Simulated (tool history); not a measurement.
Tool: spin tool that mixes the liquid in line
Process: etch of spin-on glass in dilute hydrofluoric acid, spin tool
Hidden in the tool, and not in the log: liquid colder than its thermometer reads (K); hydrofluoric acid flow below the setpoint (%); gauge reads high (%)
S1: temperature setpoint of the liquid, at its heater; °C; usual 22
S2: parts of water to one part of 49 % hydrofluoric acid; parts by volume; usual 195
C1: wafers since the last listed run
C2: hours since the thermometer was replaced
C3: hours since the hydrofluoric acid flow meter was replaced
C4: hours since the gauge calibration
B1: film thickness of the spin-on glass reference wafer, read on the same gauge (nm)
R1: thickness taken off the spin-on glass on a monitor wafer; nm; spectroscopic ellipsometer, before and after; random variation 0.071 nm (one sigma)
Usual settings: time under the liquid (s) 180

{"run": 1, "day": 0.0, "S1": 22, "S2": 195, "time under the liquid (s)": 180, "C1": 0, "C2": 1632.8, "C3": 1873.7, "C4": 412.1, "B1": 30.01, "R1": 17.86}
{"run": 2, "day": 0.742, "S1": 22, "S2": 195, "time under the liquid (s)": 180, "C1": 121, "C2": 1650.6, "C3": 1891.5, "C4": 429.9, "B1": 30.01, "R1": 17.82}
{"run": 3, "day": 1.358, "S1": 22, "S2": 195, "time under the liquid (s)": 180, "C1": 101, "C2": 1665.4, "C3": 1906.3, "C4": 444.7, "B1": 30.01, "R1": 17.75}
{"run": 4, "day": 2.829, "S1": 22, "S2": 195, "time under the liquid (s)": 180, "C1": 241, "C2": 1700.7, "C3": 1941.6, "C4": 480, "B1": 30.01, "R1": 17.79}
{"run": 5, "day": 4.017, "S1": 22, "S2": 195, "time under the liquid (s)": 180, "C1": 194, "C2": 1729.2, "C3": 1970.1, "C4": 508.5, "B1": 29.99, "R1": 17.84}
{"run": 6, "day": 4.538, "S1": 22, "S2": 195, "time under the liquid (s)": 180, "C1": 85, "C2": 1741.7, "C3": 1982.6, "C4": 521, "B1": 29.99, "R1": 17.78}
{"run": 7, "day": 8.225, "S1": 22, "S2": 195, "time under the liquid (s)": 180, "C1": 605, "C2": 1830.2, "C3": 2071.1, "C4": 609.5, "B1": 30, "R1": 17.71}
{"run": 8, "day": 8.733, "S1": 22, "S2": 195, "time under the liquid (s)": 180, "C1": 83, "C2": 1842.4, "C3": 2083.3, "C4": 621.7, "B1": 30.02, "R1": 17.68}
{"run": 9, "day": 10.471, "S1": 22, "S2": 260, "time under the liquid (s)": 180, "C1": 285, "C2": 1884.1, "C3": 2125, "C4": 663.4, "B1": 30.01, "R1": 12.4}
{"run": 10, "day": 11.554, "S1": 18.5, "S2": 250, "time under the liquid (s)": 180, "C1": 177, "C2": 1910.1, "C3": 2151, "C4": 689.4, "B1": 29.99, "R1": 11.46}
{"day": 12.158, "done": "gauge calibrated"}
{"run": 11, "day": 12.658, "S1": 22, "S2": 140, "time under the liquid (s)": 200, "C1": 181, "C2": 1936.6, "C3": 2177.5, "C4": 12, "B1": 30, "R1": 29.14}
{"run": 12, "day": 13.696, "S1": 22, "S2": 140, "time under the liquid (s)": 200, "C1": 170, "C2": 1961.5, "C3": 2202.4, "C4": 36.9, "B1": 30, "R1": 28.97}
{"run": 13, "day": 14.271, "S1": 22, "S2": 140, "time under the liquid (s)": 200, "C1": 94, "C2": 1975.3, "C3": 2216.2, "C4": 50.7, "B1": 29.99, "R1": 28.91}
{"run": 14, "day": 15.008, "S1": 22, "S2": 270, "time under the liquid (s)": 180, "C1": 121, "C2": 1993, "C3": 2233.9, "C4": 68.4, "B1": 30.01, "R1": 11.73}
{"run": 15, "day": 15.992, "S1": 22, "S2": 270, "time under the liquid (s)": 180, "C1": 161, "C2": 2016.6, "C3": 2257.5, "C4": 92, "B1": 30.01, "R1": 11.81}
{"run": 16, "day": 17.025, "S1": 22, "S2": 270, "time under the liquid (s)": 180, "C1": 169, "C2": 2041.4, "C3": 2282.3, "C4": 116.8, "B1": 30, "R1": 11.64}
{"run": 17, "day": 17.775, "S1": 22, "S2": 195, "time under the liquid (s)": 180, "C1": 123, "C2": 2059.4, "C3": 2300.3, "C4": 134.8, "B1": 29.98, "R1": 17.56}
{"run": 18, "day": 18.692, "S1": 22, "S2": 195, "time under the liquid (s)": 180, "C1": 150, "C2": 2081.4, "C3": 2322.3, "C4": 156.8, "B1": 30, "R1": 17.55}
{"run": 19, "day": 19.771, "S1": 22, "S2": 195, "time under the liquid (s)": 275, "C1": 177, "C2": 2107.3, "C3": 2348.2, "C4": 182.7, "B1": 30, "R1": 26.75}
{"run": 20, "day": 21.088, "S1": 17.5, "S2": 240, "time under the liquid (s)": 130, "C1": 216, "C2": 2138.9, "C3": 2379.8, "C4": 214.3, "B1": 29.99, "R1": 8.24}
{"day": 23.408, "done": "hydrofluoric acid flow meter replaced"}
{"run": 21, "day": 23.438, "S1": 24.5, "S2": 125, "time under the liquid (s)": 180, "C1": 378, "C2": 2195.3, "C3": 0.7, "C4": 270.7, "B1": 29.99, "R1": 36.05}
{"day": 25.492, "done": "thermometer replaced"}
{"run": 22, "day": 25.512, "S1": 22, "S2": 195, "time under the liquid (s)": 180, "C1": 333, "C2": 0.5, "C3": 50.5, "C4": 320.5, "B1": 30.01, "R1": 19.3}
{"run": 23, "day": 25.988, "S1": 22, "S2": 195, "time under the liquid (s)": 180, "C1": 77, "C2": 11.9, "C3": 61.9, "C4": 331.9, "B1": 30, "R1": 19.18}
{"run": 24, "day": 26.754, "S1": 17, "S2": 260, "time under the liquid (s)": 260, "C1": 125, "C2": 30.3, "C3": 80.3, "C4": 350.3, "B1": 29.99, "R1": 16.3}
{"run": 25, "day": 27.933, "S1": 18.5, "S2": 240, "time under the liquid (s)": 180, "C1": 193, "C2": 58.6, "C3": 108.6, "C4": 378.6, "B1": 30.01, "R1": 13.21}
{"run": 26, "day": 28.883, "S1": 26, "S2": 195, "time under the liquid (s)": 180, "C1": 155, "C2": 81.4, "C3": 131.4, "C4": 401.4, "B1": 30, "R1": 22.4}
{"run": 27, "day": 29.775, "S1": 26, "S2": 195, "time under the liquid (s)": 80, "C1": 146, "C2": 102.8, "C3": 152.8, "C4": 422.8, "B1": 30.03, "R1": 9.89}
{"run": 28, "day": 30.688, "S1": 19, "S2": 105, "time under the liquid (s)": 85, "C1": 149, "C2": 124.7, "C3": 174.7, "C4": 444.7, "B1": 30.01, "R1": 16.44}
{"run": 29, "day": 31.746, "S1": 22, "S2": 160, "time under the liquid (s)": 265, "C1": 173, "C2": 150.1, "C3": 200.1, "C4": 470.1, "B1": 30, "R1": 35.62}
{"run": 30, "day": 33.033, "S1": 22, "S2": 195, "time under the liquid (s)": 180, "C1": 211, "C2": 181, "C3": 231, "C4": 501, "B1": 30, "R1": 19.2}
{"run": 31, "day": 33.833, "S1": 18.5, "S2": 155, "time under the liquid (s)": 265, "C1": 131, "C2": 200.2, "C3": 250.2, "C4": 520.2, "B1": 29.99, "R1": 32.08}
{"run": 32, "day": 35.171, "S1": 19, "S2": 195, "time under the liquid (s)": 220, "C1": 219, "C2": 232.3, "C3": 282.3, "C4": 552.3, "B1": 30.01, "R1": 20.98}
{"run": 33, "day": 35.992, "S1": 22, "S2": 145, "time under the liquid (s)": 180, "C1": 134, "C2": 252, "C3": 302, "C4": 572, "B1": 29.99, "R1": 27.19}

Forecast each of these 5 alternatives for the next run:
{"run": "A", "day": 36.012, "S1": 22, "S2": 195, "time under the liquid (s)": 180, "C1": 3, "C2": 252.5, "C3": 302.5, "C4": 572.5, "B1": "?", "R1": "?"}
{"run": "B", "day": 36.012, "S1": 22, "S2": 240, "time under the liquid (s)": 180, "C1": 3, "C2": 252.5, "C3": 302.5, "C4": 572.5, "B1": "?", "R1": "?"}
{"run": "C", "day": 36.012, "S1": 26.5, "S2": 285, "time under the liquid (s)": 280, "C1": 3, "C2": 252.5, "C3": 302.5, "C4": 572.5, "B1": "?", "R1": "?"}
{"run": "D", "day": 36.012, "S1": 26, "S2": 125, "time under the liquid (s)": 235, "C1": 3, "C2": 252.5, "C3": 302.5, "C4": 572.5, "B1": "?", "R1": "?"}
{"run": "E", "day": 36.012, "S1": 24, "S2": 140, "time under the liquid (s)": 280, "C1": 3, "C2": 252.5, "C3": 302.5, "C4": 572.5, "B1": "?", "R1": "?"}

run=A B1=30.02 R1=19.15
run=B B1=30.02 R1=14.86
run=C B1=30.02 R1=21.8
run=D B1=30.02 R1=49.16
run=E B1=30.02 R1=47.58
Without the tool's hidden state the same runs would have given:
run=A R1=19.41
run=B R1=15.07
run=C R1=22.13
run=D R1=49.82
run=E R1=48.22
